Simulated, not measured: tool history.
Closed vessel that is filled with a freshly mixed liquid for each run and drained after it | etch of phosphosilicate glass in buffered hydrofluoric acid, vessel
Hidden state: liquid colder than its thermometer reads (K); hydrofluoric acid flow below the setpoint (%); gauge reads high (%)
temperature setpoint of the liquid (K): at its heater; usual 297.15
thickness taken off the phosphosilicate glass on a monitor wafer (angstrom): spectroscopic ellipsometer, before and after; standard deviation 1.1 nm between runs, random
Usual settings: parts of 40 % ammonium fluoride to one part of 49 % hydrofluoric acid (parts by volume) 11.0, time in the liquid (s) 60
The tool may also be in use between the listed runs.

run,hour,temperature setpoint of the liquid (K),parts of 40 % ammonium fluoride to one part of 49 % hydrofluoric acid (parts by volume),time in the liquid (s),wafers since the last listed run,hours since the thermometer was replaced,hours since the hydrofluoric acid flow meter was replaced,hours since the gauge calibration,"read-back film thickness of the phosphosilicate glass reference wafer, read on the same gauge (nm)",thickness taken off the phosphosilicate glass on a monitor wafer (angstrom)
1,0.0,297.15,11.0,60,0,2330.9,353.4,369.2,90.00,2924.8
2,25.7,297.15,11.0,60,1989,2356.6,379.1,394.9,90.02,2925.1
# hour 46.9: gauge calibrated
3,56.4,297.15,8.0,60,2376,2387.3,409.8,9.5,90.03,3888.7
4,75.5,297.15,8.0,60,1478,2406.4,428.9,28.6,89.99,3894.8
5,110.7,293.65,11.0,40,2725,2441.6,464.1,63.8,89.97,1599.5
6,137.3,293.65,11.0,40,2059,2468.2,490.7,90.4,89.96,1602.2
7,162.7,299.15,11.0,85,1966,2493.6,516.1,115.8,90.03,4598.3
8,191.8,297.15,11.0,60,2252,2522.7,545.2,144.9,90.01,2906.9
9,204.5,297.15,11.0,60,983,2535.4,557.9,157.6,89.99,2891.8
10,218.8,297.15,11.0,60,1107,2549.7,572.2,171.9,90.04,2885.4
11,245.6,297.15,11.0,60,2074,2576.5,599.0,198.7,90.02,2888.6
12,272.6,293.65,11.0,60,2090,2603.5,626.0,225.7,90.00,2379.2
13,298.8,293.65,11.0,60,2028,2629.7,652.2,251.9,89.97,2369.2
14,316.6,299.65,13.5,60,1378,2647.5,670.0,269.7,89.99,2698.1
# hour 324.1: thermometer replaced
15,350.8,292.15,11.0,35,2570,26.7,704.2,303.9,90.06,1333.5
16,397.6,301.15,15.0,50,3623,73.5,751.0,350.7,90.01,2299.1
17,426.9,297.15,11.0,60,2268,102.8,780.3,380.0,90.01,2979.5
18,449.8,297.15,13.0,30,1772,125.7,803.2,402.9,90.00,1263.9
# hour 462.3: gauge calibrated
19,480.7,294.15,7.5,60,2392,156.6,834.1,18.4,89.99,3588.3
# hour 485.1: hydrofluoric acid flow meter replaced
20,498.4,297.15,11.0,90,1292,174.3,13.3,36.1,89.97,4596.4
21,516.0,297.15,11.0,60,1362,191.9,30.9,53.7,90.01,3068.7
22,544.8,300.65,14.0,30,2229,220.7,59.7,82.5,90.00,1459.1
23,567.9,295.65,8.0,60,1788,243.8,82.8,105.6,90.00,3752.9
24,582.6,301.15,7.5,85,1138,258.5,97.5,120.3,89.99,7616.0
25,608.0,301.15,15.0,50,1966,283.9,122.9,145.7,89.98,2323.1
26,621.0,297.15,11.0,95,1006,296.9,135.9,158.7,89.97,4812.6
27,636.2,292.65,13.5,85,1176,312.1,151.1,173.9,90.02,2739.1

3 options for the next run, each taken on its own from the tool as it stands now. Forecast them:
A,636.9,297.15,11.0,60,54,312.8,151.8,174.6,?,?
B,636.9,297.15,14.5,85,54,312.8,151.8,174.6,?,?
C,636.9,297.15,14.5,50,54,312.8,151.8,174.6,?,?

run,"read-back film thickness of the phosphosilicate glass reference wafer, read on the same gauge (nm)",thickness taken off the phosphosilicate glass on a monitor wafer (angstrom)
A,89.97,3041.7
B,89.97,3288.1
C,89.97,1934.2
Stripped of hidden state, with their random variation kept, the same runs would have yielded:
run,thickness taken off the phosphosilicate glass on a monitor wafer (angstrom)
A,3157.0
B,3413.0
C,2007.7
